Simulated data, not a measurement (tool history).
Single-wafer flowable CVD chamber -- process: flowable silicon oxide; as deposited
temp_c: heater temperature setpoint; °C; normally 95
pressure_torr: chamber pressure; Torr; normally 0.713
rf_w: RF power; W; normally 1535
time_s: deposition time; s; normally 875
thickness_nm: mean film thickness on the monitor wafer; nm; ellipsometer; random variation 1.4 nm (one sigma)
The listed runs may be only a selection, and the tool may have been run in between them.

run	hour	temp_c	pressure_torr	rf_w	time_s	wafers since the last listed run	hours since the last thermocouple change	hours since the last RF generator calibration	hours since the last manometer calibration	hours since the showerhead was replaced	hours since the gauge calibration	read-back reference wafer on the same gauge, thickness_nm	thickness_nm
1	0	95	0.713	1535	875	0	967.3	326.1	1717.5	4418.8	375.7	525.023	609.121
2	84.6	95	0.713	1535	875	173	1051.9	410.7	1802.1	4503.4	460.3	524.959	611.455
3	127.8	95	0.713	1535	875	88	1095.1	453.9	1845.3	4546.6	503.5	525.257	608.423
4	224.2	95	0.713	1535	875	197	1191.5	550.3	1941.7	4643	599.9	525.043	611.64
5	296.9	95	0.713	1535	875	149	1264.2	623	2014.4	4715.7	672.6	525.431	609.734
6	382.3	95	0.713	1535	875	175	1349.6	708.4	2099.8	4801.1	758	525.084	610.905
7	430.3	98	0.713	1385	875	98	1397.6	756.4	2147.8	4849.1	806	525.046	531.973
8	498	95	0.713	1535	875	138	1465.3	824.1	2215.5	4916.8	873.7	524.976	611.721
9	573.3	95	0.713	1535	875	154	1540.6	899.4	2290.8	4992.1	949	525.08	612.157
# hour 665.2: showerhead replaced
10	669.1	108	0.713	1535	875	180	1636.4	995.2	2386.6	3.9	1044.8	524.958	378.912
11	717.8	105	0.798	1310	972	99	1685.1	1043.9	2435.3	52.6	1093.5	525.099	501.591
12	774.3	99	0.713	1700	875	115	1741.6	1100.4	2491.8	109.1	1150	524.807	540.166
13	862.4	95	0.713	1535	776	180	1829.7	1188.5	2579.9	197.2	1238.1	524.611	543.939
# hour 885.6: capacitance manometer re-zeroed and calibrated
# hour 969: thermocouple changed; heater temperature recalibrated
14	969.5	106	0.713	1535	875	186	0.5	1295.6	83.9	304.3	1345.2	525.084	398.865
15	1070.5	95	0.713	1535	875	207	101.5	1396.6	184.9	405.3	1446.2	525.285	595.863
# hour 1110.1: gauge calibrated
# hour 1181.2: RF generator calibrated
16	1204.2	105	0.713	1535	875	257	235.2	23	318.6	539	94.1	525.182	414.673
17	1508.3	95	0.713	1535	875	624	539.3	327.1	622.7	843.1	398.2	525.049	601.927
18	1572.8	81	0.713	1240	825	132	603.8	391.6	687.2	907.6	462.7	524.936	870.165

5 options for the next run, each taken on its own from the tool as it stands now. Forecast them:
A	1573.4	101	0.713	1535	875	1	604.4	392.2	687.8	908.2	463.3	?	?
B	1573.4	85	0.713	1800	875	1	604.4	392.2	687.8	908.2	463.3	?	?
C	1573.4	102	0.829	1380	875	1	604.4	392.2	687.8	908.2	463.3	?	?
D	1573.4	95	0.713	1390	1023	1	604.4	392.2	687.8	908.2	463.3	?	?
E	1573.4	95	0.875	1445	875	1	604.4	392.2	687.8	908.2	463.3	?	?

run	read-back reference wafer on the same gauge, thickness_nm	thickness_nm
A	525.074	483.562
B	525.074	883.275
C	525.074	525.125
D	525.074	684.757
E	525.074	725.224
Had the tool no hidden state, the same runs would have come out as:
run	thickness_nm
A	478.185
B	873.453
C	519.602
D	677.142
E	717.652
